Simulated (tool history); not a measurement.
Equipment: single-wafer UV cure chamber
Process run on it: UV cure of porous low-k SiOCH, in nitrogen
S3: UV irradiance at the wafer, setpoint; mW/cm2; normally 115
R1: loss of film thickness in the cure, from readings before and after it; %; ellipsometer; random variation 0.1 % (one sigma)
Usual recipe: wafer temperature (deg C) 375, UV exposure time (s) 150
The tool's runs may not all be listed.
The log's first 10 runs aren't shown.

{"run": 11, "hour": 156.7, "wafer temperature (deg C)": 375, "UV exposure time (s)": 150, "S3": 133, "R1": 11.525}
{"hour": 171.9, "done": "quartz window cleaned"}
{"run": 12, "hour": 172.4, "wafer temperature (deg C)": 375, "UV exposure time (s)": 115, "S3": 115, "R1": 10.163}
{"run": 13, "hour": 194.2, "wafer temperature (deg C)": 375, "UV exposure time (s)": 150, "S3": 115, "R1": 11.222}
{"run": 14, "hour": 200.4, "wafer temperature (deg C)": 375, "UV exposure time (s)": 150, "S3": 115, "R1": 11.167}
{"run": 15, "hour": 217.8, "wafer temperature (deg C)": 375, "UV exposure time (s)": 95, "S3": 115, "R1": 9.222}
{"run": 16, "hour": 233.3, "wafer temperature (deg C)": 375, "UV exposure time (s)": 95, "S3": 115, "R1": 9.028}
{"run": 17, "hour": 247.7, "wafer temperature (deg C)": 375, "UV exposure time (s)": 150, "S3": 115, "R1": 11.17}
{"run": 18, "hour": 262.0, "wafer temperature (deg C)": 375, "UV exposure time (s)": 150, "S3": 115, "R1": 11.108}
{"run": 19, "hour": 274.2, "wafer temperature (deg C)": 385, "UV exposure time (s)": 150, "S3": 130, "R1": 11.868}
{"run": 20, "hour": 310.8, "wafer temperature (deg C)": 375, "UV exposure time (s)": 80, "S3": 144, "R1": 9.133}
{"hour": 320.2, "done": "UV bulbs replaced"}
{"run": 21, "hour": 322.1, "wafer temperature (deg C)": 375, "UV exposure time (s)": 150, "S3": 115, "R1": 11.082}
{"run": 22, "hour": 337.5, "wafer temperature (deg C)": 375, "UV exposure time (s)": 150, "S3": 115, "R1": 11.148}
{"run": 23, "hour": 352.9, "wafer temperature (deg C)": 375, "UV exposure time (s)": 200, "S3": 135, "R1": 13.115}
{"run": 24, "hour": 370.7, "wafer temperature (deg C)": 375, "UV exposure time (s)": 150, "S3": 115, "R1": 11.063}
{"run": 25, "hour": 378.8, "wafer temperature (deg C)": 375, "UV exposure time (s)": 115, "S3": 115, "R1": 9.881}
{"run": 26, "hour": 396.5, "wafer temperature (deg C)": 357, "UV exposure time (s)": 200, "S3": 115, "R1": 11.971}
{"run": 27, "hour": 408.5, "wafer temperature (deg C)": 375, "UV exposure time (s)": 150, "S3": 115, "R1": 10.899}
{"run": 28, "hour": 414.5, "wafer temperature (deg C)": 381, "UV exposure time (s)": 230, "S3": 115, "R1": 13.108}
{"run": 29, "hour": 430.2, "wafer temperature (deg C)": 375, "UV exposure time (s)": 240, "S3": 115, "R1": 13.345}
{"run": 30, "hour": 445.0, "wafer temperature (deg C)": 369, "UV exposure time (s)": 225, "S3": 115, "R1": 13.096}
{"run": 31, "hour": 460.5, "wafer temperature (deg C)": 361, "UV exposure time (s)": 150, "S3": 147, "R1": 11.858}
{"run": 32, "hour": 475.2, "wafer temperature (deg C)": 385, "UV exposure time (s)": 125, "S3": 138, "R1": 11.205}
{"run": 33, "hour": 488.1, "wafer temperature (deg C)": 395, "UV exposure time (s)": 150, "S3": 115, "R1": 11.272}
{"run": 34, "hour": 494.4, "wafer temperature (deg C)": 363, "UV exposure time (s)": 125, "S3": 143, "R1": 10.924}
{"run": 35, "hour": 502.3, "wafer temperature (deg C)": 375, "UV exposure time (s)": 150, "S3": 115, "R1": 10.993}

Here are 4 independent what-if runs from the current tool condition. What would each one return?
{"run": "A", "hour": 502.8, "wafer temperature (deg C)": 393, "UV exposure time (s)": 150, "S3": 115, "R1": "?"}
{"run": "B", "hour": 502.8, "wafer temperature (deg C)": 375, "UV exposure time (s)": 150, "S3": 142, "R1": "?"}
{"run": "C", "hour": 502.8, "wafer temperature (deg C)": 395, "UV exposure time (s)": 80, "S3": 115, "R1": "?"}
{"run": "D", "hour": 502.8, "wafer temperature (deg C)": 367, "UV exposure time (s)": 85, "S3": 128, "R1": "?"}

run=A R1=11.372
run=B R1=12.033
run=C R1=8.528
run=D R1=8.767
With no hidden state in the tool, these same runs would have given:
run=A R1=11.663
run=B R1=12.329
run=C R1=8.8
run=D R1=9.041
